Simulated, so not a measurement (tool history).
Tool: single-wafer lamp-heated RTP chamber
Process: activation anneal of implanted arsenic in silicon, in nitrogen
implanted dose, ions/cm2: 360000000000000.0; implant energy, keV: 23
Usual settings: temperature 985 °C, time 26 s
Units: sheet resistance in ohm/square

run	hour	temperature	time	read-back reference wafer on the same gauge, sheet resistance	sheet resistance
1	0	985	26	249.15	264.92
2	42.7	985	26	248.96	264.61
3	104.3	985	26	249	265.62
4	171.6	985	26	248.96	265.64
# hour 190.7: reflector plate cleaned
5	215.2	985	26	249.03	265.62
6	418.5	985	26	249.05	265.48
# hour 458: pyrometer window cleaned and pyrometer calibrated
7	466.9	999	26	248.94	263.93
8	495.4	999	26	249.07	263.94
9	562.4	999	26	248.97	264.05
10	593.9	969	26	249.01	267.17
11	649.3	985	26	248.99	265.78
# hour 674: gauge calibrated
12	720.2	985	26	249.01	265.39
13	755.2	985	26	249.02	265.85
14	800.3	985	19	249	267.06
15	867.9	966	21	249.05	267.6
16	928.4	960	34	248.85	265.95
17	957.7	985	26	249.01	264.81
# hour 965.9: pyrometer window cleaned and pyrometer calibrated
# hour 986.1: reflector plate cleaned
18	1011.3	985	26	249.05	265.93
19	1068.1	1015	32	249.14	261.46
20	1118.7	1005	26	248.97	264.15
21	1146	1013	39	249.09	260.13
22	1208.3	985	26	248.98	265.54
23	1242.5	985	26	249.02	265.42
24	1295	1000	26	249.19	263.71
25	1345	970	32	248.97	265.54
26	1426.5	985	26	248.86	265.74
27	1494.3	972	40	248.98	265.46
# hour 1522.5: pyrometer window cleaned and pyrometer calibrated
28	1557.3	967	12	249.03	269.13
29	1588.7	985	26	249.01	265.31
30	1615.4	1008	21	248.92	264.68
# hour 1627.9: reflector plate cleaned
31	1676.1	985	26	249.01	264.95
32	1723.2	995	33	248.86	263.51
33	1750.7	985	26	249.03	265.51
34	1812.7	1014	32	248.87	261.72
35	1857	1003	12	248.81	266.88
36	1901.9	973	15	249.06	268.02
# hour 1968.2: pyrometer window cleaned and pyrometer calibrated
37	1968.7	961	26	248.92	267.51

Forecast each of these 4 alternatives for the next run:
A	1969.1	1010	26	?	?
B	1969.1	960	20	?	?
C	1969.1	1009	22	?	?
D	1969.1	972	17	?	?

run	read-back reference wafer on the same gauge, sheet resistance	sheet resistance
A	249.1	262.39
B	249.1	267.45
C	249.1	263.31
D	249.1	267.31
Without the tool's hidden state the same runs would have given:
run	sheet resistance
A	262.39
B	267.45
C	263.31
D	267.31
